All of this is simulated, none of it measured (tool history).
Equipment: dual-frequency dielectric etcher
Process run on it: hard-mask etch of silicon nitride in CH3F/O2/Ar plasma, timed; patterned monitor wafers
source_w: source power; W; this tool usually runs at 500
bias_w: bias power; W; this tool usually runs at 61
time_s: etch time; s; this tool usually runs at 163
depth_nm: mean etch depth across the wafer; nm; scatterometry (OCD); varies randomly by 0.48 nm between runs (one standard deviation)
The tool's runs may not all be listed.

run,hour,source_w,bias_w,time_s,"read-back reference wafer on the same gauge, depth_nm",depth_nm
1,0,500,65,163,124.1,119.4
2,92.7,500,61,163,124.2,115.8
3,158.8,500,61,163,124,116.1
4,172.1,500,61,163,123.8,114.9
5,201.9,500,61,163,124.1,115.8
6,223.4,500,61,163,123.9,115
# hour 259.4: wet clean of the chamber, repeated, since the last time left the tool worse
# hour 261.3: source power generator calibrated
7,261.8,500,61,163,123.8,123.8
8,265,500,61,163,123.8,124
9,299.8,500,61,163,124.1,123.3
10,315.7,580,61,133.5,124.2,103.7
11,339.6,400,54,124.5,124,86.4
12,371.4,500,61,163,124,122.5
13,402.5,540,74,145,124,117.8
14,427.9,500,56,163,124,118.9
# hour 463.4: gauge calibrated
15,485.2,560,50,163,124.1,117.5
16,507.7,580,53,114,123.9,84.3
# hour 557.2: upper electrode replaced
17,557.7,610,54,123,123.9,91.6
18,571.3,500,61,163,123.9,120.7
# hour 583.7: bias power generator calibrated
# hour 614.2: wet clean of the chamber
19,614.7,390,75,211.5,124,163.5
20,623.2,540,74,145,124.1,118.7
21,652.9,600,61,193,124,151.7
22,682.7,500,65,163,124,125.5
23,707.5,500,50,163,124,116.6
24,731.9,500,61,163,124,123.2
25,811,610,50,163,124.1,121
26,836.4,530,61,163,124.2,123.3
27,867,500,61,163,124.1,120.6
28,881.6,500,61,195.5,123.9,145.2
29,914.7,600,61,193,123.9,149.2

Here are 5 independent what-if runs from the current tool condition. What would each one return?
A,915.2,500,61,163,?,?
B,915.2,580,61,210,?,?
C,915.2,450,61,163,?,?
D,915.2,610,61,163,?,?
E,915.2,500,61,178.5,?,?

run,"read-back reference wafer on the same gauge, depth_nm",depth_nm
A,123.8,121.1
B,123.8,161.3
C,123.8,118.5
D,123.8,126.7
E,123.8,132.7
The same runs, with their run-to-run variation unchanged, on a tool lacking any hidden condition would have given:
run,depth_nm
A,123.7
B,164.7
C,121
D,129.3
E,135.4
